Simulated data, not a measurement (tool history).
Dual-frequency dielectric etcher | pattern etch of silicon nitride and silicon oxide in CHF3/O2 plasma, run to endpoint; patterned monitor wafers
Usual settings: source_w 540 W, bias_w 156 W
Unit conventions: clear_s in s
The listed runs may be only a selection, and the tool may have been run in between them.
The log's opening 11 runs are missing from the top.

| run | hour | source_w | bias_w | wafers since the last listed run | hours since the last wet clean | hours since the last source power generator calibration | hours since the last bias power generator calibration | hours since the last upper electrode change | incoming incoming film thickness, nm | clear_s |
|---|---|---|---|---|---|---|---|---|---|---|
| 12 | 579.3 | 540 | 156 | 318 | 269.5 | 1453.9 | 1217.7 | 2576.2 | 238.2 | 172.6 |
| 13 | 620.4 | 540 | 174 | 196 | 310.6 | 1495 | 1258.8 | 2617.3 | 235.7 | 162.9 |
| 14 | 667.3 | 450 | 156 | 224 | 357.5 | 1541.9 | 1305.7 | 2664.2 | 238.8 | 188.9 |
| 15 | 698.2 | 540 | 156 | 147 | 388.4 | 1572.8 | 1336.6 | 2695.1 | 237.7 | 173.3 |
|  | 777.4 | bias power generator calibrated |
|  | 779.6 | wet clean of the chamber |
| 16 | 780.1 | 540 | 156 | 362 | 0.5 | 1654.7 | 2.7 | 2777 | 237.6 | 175 |
| 17 | 816.5 | 420 | 171 | 174 | 36.9 | 1691.1 | 39.1 | 2813.4 | 237.4 | 188.2 |
|  | 874.9 | upper electrode replaced |
| 18 | 877.7 | 620 | 117 | 177 | 98.1 | 1752.3 | 100.3 | 2.8 | 235.7 | 189.8 |
| 19 | 907.2 | 540 | 127 | 141 | 127.6 | 1781.8 | 129.8 | 32.3 | 235.8 | 191.9 |
| 20 | 933.1 | 460 | 136 | 123 | 153.5 | 1807.7 | 155.7 | 58.2 | 240.8 | 205 |
| 21 | 966.6 | 610 | 177 | 160 | 187 | 1841.2 | 189.2 | 91.7 | 236.3 | 153.8 |
| 22 | 995.6 | 540 | 144 | 138 | 216 | 1870.2 | 218.2 | 120.7 | 237.3 | 181.6 |
| 23 | 1061.6 | 540 | 119 | 315 | 282 | 1936.2 | 284.2 | 186.7 | 237 | 197.7 |
| 24 | 1118.1 | 540 | 156 | 270 | 338.5 | 1992.7 | 340.7 | 243.2 | 237.1 | 171.7 |
| 25 | 1164.2 | 660 | 156 | 220 | 384.6 | 2038.8 | 386.8 | 289.3 | 236.4 | 158.5 |

Run 26 is up next; what results do you expect?
| 26 | 1193.4 | 480 | 140 | 139 | 413.8 | 2068 | 416 | 318.5 | 237.9 | ? |

clear_s: 192.8 s
Take away the tool's hidden state, keep the run-to-run variation as it was, and the same run would have given clear_s 197.8 s.
